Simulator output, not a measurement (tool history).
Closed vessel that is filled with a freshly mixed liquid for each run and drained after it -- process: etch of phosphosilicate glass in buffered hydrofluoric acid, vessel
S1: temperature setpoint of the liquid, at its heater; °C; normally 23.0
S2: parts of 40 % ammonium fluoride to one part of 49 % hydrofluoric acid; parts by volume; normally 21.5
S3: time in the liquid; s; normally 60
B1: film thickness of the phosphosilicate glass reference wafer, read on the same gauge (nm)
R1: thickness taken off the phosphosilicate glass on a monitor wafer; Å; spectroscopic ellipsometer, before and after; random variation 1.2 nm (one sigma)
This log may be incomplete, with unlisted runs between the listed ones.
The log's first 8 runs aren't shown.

run,day,S1,S2,S3,B1,R1
9,25.242,23.0,21.5,60,139.99,2216.6
10,28.171,23.0,28.5,60,140.00,1799.3
11,30.429,23.0,25.5,60,140.00,1970.4
12,33.775,23.0,21.5,60,139.99,2205.0
13,37.608,23.0,21.5,85,140.02,3151.3
14,40.554,19.5,21.5,30,140.00,914.5
# day 43.721: gauge calibrated
15,44.171,23.0,27.5,60,140.01,1870.8
16,47.196,27.0,21.5,85,140.00,3925.0
17,49.017,21.0,17.0,35,139.99,1443.8
18,56.933,27.0,21.5,85,140.00,3912.9
# day 58.296: thermometer replaced
19,60.288,23.0,18.0,80,139.97,3506.5
20,62.375,21.5,16.0,30,139.99,1351.8
21,64.079,23.0,27.5,85,140.01,2693.2
22,66.917,21.0,21.5,60,140.00,2008.5
23,68.658,26.0,21.5,85,140.00,3747.9
# day 71.433: hydrofluoric acid flow meter replaced
24,71.671,27.0,21.5,85,139.98,3873.1
25,74.058,21.0,21.5,30,139.99,973.7
26,75.875,23.0,21.5,60,140.01,2201.9
27,80.367,19.5,21.5,40,139.99,1218.3
28,91.658,27.5,18.5,85,139.98,4529.7
29,94.917,23.0,21.5,60,140.01,2205.6
30,98.825,23.0,21.5,60,140.01,2213.2
31,102.038,23.0,30.0,60,140.01,1778.8
32,104.938,21.5,30.0,60,140.00,1621.7

Consider 4 possible next runs. They are alternatives, not a sequence: every one starts from the tool as it was left by run 32. What does each give?
A,104.967,23.0,21.5,60,?,?
B,104.967,21.0,17.0,30,?,?
C,104.967,23.0,13.5,45,?,?
D,104.967,25.0,13.5,45,?,?

run,B1,R1
A,139.98,2214.8
B,139.98,1234.0
C,139.98,2593.4
D,139.98,2892.6
Stripped of hidden state, with their random variation kept, the same runs would have yielded:
run,R1
A,2169.0
B,1197.8
C,2517.5
D,2808.0
